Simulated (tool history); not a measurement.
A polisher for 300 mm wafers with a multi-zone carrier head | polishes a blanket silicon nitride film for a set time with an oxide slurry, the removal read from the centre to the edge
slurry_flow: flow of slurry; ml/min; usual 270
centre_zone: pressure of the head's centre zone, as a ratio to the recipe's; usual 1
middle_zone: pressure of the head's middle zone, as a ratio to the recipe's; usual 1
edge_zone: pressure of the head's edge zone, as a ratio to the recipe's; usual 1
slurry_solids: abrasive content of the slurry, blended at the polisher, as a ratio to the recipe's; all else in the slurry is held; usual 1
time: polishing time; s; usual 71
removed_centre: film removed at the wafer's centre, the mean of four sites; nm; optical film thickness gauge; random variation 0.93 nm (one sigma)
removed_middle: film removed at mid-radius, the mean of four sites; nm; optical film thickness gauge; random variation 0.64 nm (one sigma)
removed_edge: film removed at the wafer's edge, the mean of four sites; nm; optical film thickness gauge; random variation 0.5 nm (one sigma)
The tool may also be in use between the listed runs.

| run | hour | slurry_flow | centre_zone | middle_zone | edge_zone | slurry_solids | time | wafers since the last listed run | wafers polished on this pad | hours since the slurry nozzle was cleaned | hours since the centre zone pressure was calibrated | hours since the edge zone pressure was calibrated | hours since the carrier head's membrane was replaced | incoming thickness of the incoming film, nm | removed_centre | removed_middle | removed_edge |
|---|---|---|---|---|---|---|---|---|---|---|---|---|---|---|---|---|---|
| 1 | 0 | 270 | 1 | 1 | 1.03 | 1 | 71 | 0 | 1176 | 80 | 88.6 | 121.6 | 536.3 | 488.3 | 59.9 | 59 | 59.3 |
| 2 | 68.5 | 270 | 1 | 1 | 1 | 1 | 71 | 596 | 1772 | 148.5 | 157.1 | 190.1 | 604.8 | 490.5 | 58.9 | 57.5 | 58.4 |
| 3 | 131.3 | 270 | 0.92 | 1 | 1 | 1 | 71 | 546 | 2319 | 211.3 | 219.9 | 252.9 | 667.6 | 486.6 | 51.5 | 57.8 | 56.8 |
| 4 | 237.4 | 325 | 1 | 1 | 1 | 1 | 71 | 923 | 3243 | 317.4 | 326 | 359 | 773.7 | 488.8 | 56.5 | 57.6 | 56.7 |
| 5 | 284.4 | 305 | 1 | 0.88 | 0.89 | 1 | 71 | 409 | 3652 | 364.4 | 373 | 406 | 820.7 | 483.7 | 54.8 | 53.1 | 54 |
| 6 | 392.3 | 270 | 1 | 1 | 1 | 1 | 71 | 939 | 4592 | 472.3 | 480.9 | 513.9 | 928.6 | 487.7 | 51.9 | 56.4 | 56.2 |
| 7 | 429.1 | 270 | 1 | 0.97 | 1.1 | 1 | 71 | 320 | 4912 | 509.1 | 517.7 | 550.7 | 965.4 | 487.7 | 51.6 | 54.7 | 58.8 |
|  | 439.2 | worn pad replaced by a new one |
|  | 440.7 | centre zone pressure recalibrated |
|  | 442.9 | slurry nozzle cleaned |
| 8 | 471.8 | 270 | 1 | 1 | 0.89 | 1 | 58 | 314 | 262 | 28.9 | 31.1 | 593.4 | 1008.1 | 490.8 | 50.3 | 50.5 | 48.2 |
|  | 480.3 | edge zone pressure recalibrated |
| 9 | 508.8 | 195 | 1 | 1.03 | 1 | 1 | 71 | 304 | 566 | 65.9 | 68.1 | 28.5 | 1045.1 | 483.5 | 58.9 | 62.2 | 59.4 |
|  | 519.4 | carrier head's membrane replaced by a new one |
| 10 | 577.9 | 310 | 1 | 1.06 | 0.96 | 1 | 71 | 558 | 1125 | 135 | 137.2 | 97.6 | 58.5 | 490.8 | 58.8 | 64.9 | 59.3 |
| 11 | 637.9 | 240 | 1 | 0.91 | 0.91 | 1.25 | 71 | 522 | 1647 | 195 | 197.2 | 157.6 | 118.5 | 490.2 | 64.3 | 60.3 | 64 |
| 12 | 715.1 | 270 | 1.1 | 1 | 1 | 1 | 83 | 672 | 2319 | 272.2 | 274.4 | 234.8 | 195.7 | 493.6 | 73.5 | 67.2 | 67.8 |
| 13 | 816.6 | 310 | 1 | 1.06 | 0.96 | 1 | 71 | 883 | 3203 | 373.7 | 375.9 | 336.3 | 297.2 | 491.2 | 55 | 61.9 | 56.3 |
| 14 | 852.6 | 190 | 1 | 1.09 | 1.05 | 1 | 71 | 313 | 3517 | 409.7 | 411.9 | 372.3 | 333.2 | 494.8 | 50.8 | 60.3 | 56.4 |
| 15 | 950.4 | 270 | 1 | 1 | 1 | 1 | 84 | 851 | 4368 | 507.5 | 509.7 | 470.1 | 431 | 488.4 | 62.1 | 68.8 | 66.3 |
|  | 958.1 | worn pad replaced by a new one |
|  | 996.9 | slurry nozzle cleaned |
|  | 999 | centre zone pressure recalibrated |
| 16 | 1050.1 | 270 | 1 | 1 | 1 | 1 | 59 | 807 | 774 | 53.2 | 51.1 | 569.8 | 530.7 | 490 | 51.9 | 50.7 | 50.5 |
| 17 | 1129.9 | 270 | 1 | 1 | 1 | 1 | 71 | 694 | 1469 | 133 | 130.9 | 649.6 | 610.5 | 484.4 | 58.4 | 59 | 58.5 |
|  | 1158.2 | edge zone pressure recalibrated |
| 18 | 1234.3 | 300 | 1 | 1 | 1.05 | 1 | 87 | 891 | 2361 | 237.4 | 235.3 | 76.1 | 714.9 | 490.3 | 67.8 | 72.7 | 73.2 |

The next listed run, before its measurement:
| 19 | 1295.8 | 340 | 1 | 1 | 0.88 | 1 | 71 | 535 | 2896 | 298.9 | 296.8 | 137.6 | 776.4 | 496.8 | ? | ? | ? |

removed_centre: 58.2 nm
removed_middle: 59.4 nm
removed_edge: 56.1 nm
Without the tool's hidden state the same run would have given removed_centre 67.4 nm, removed_middle 65 nm, removed_edge 61.4 nm.
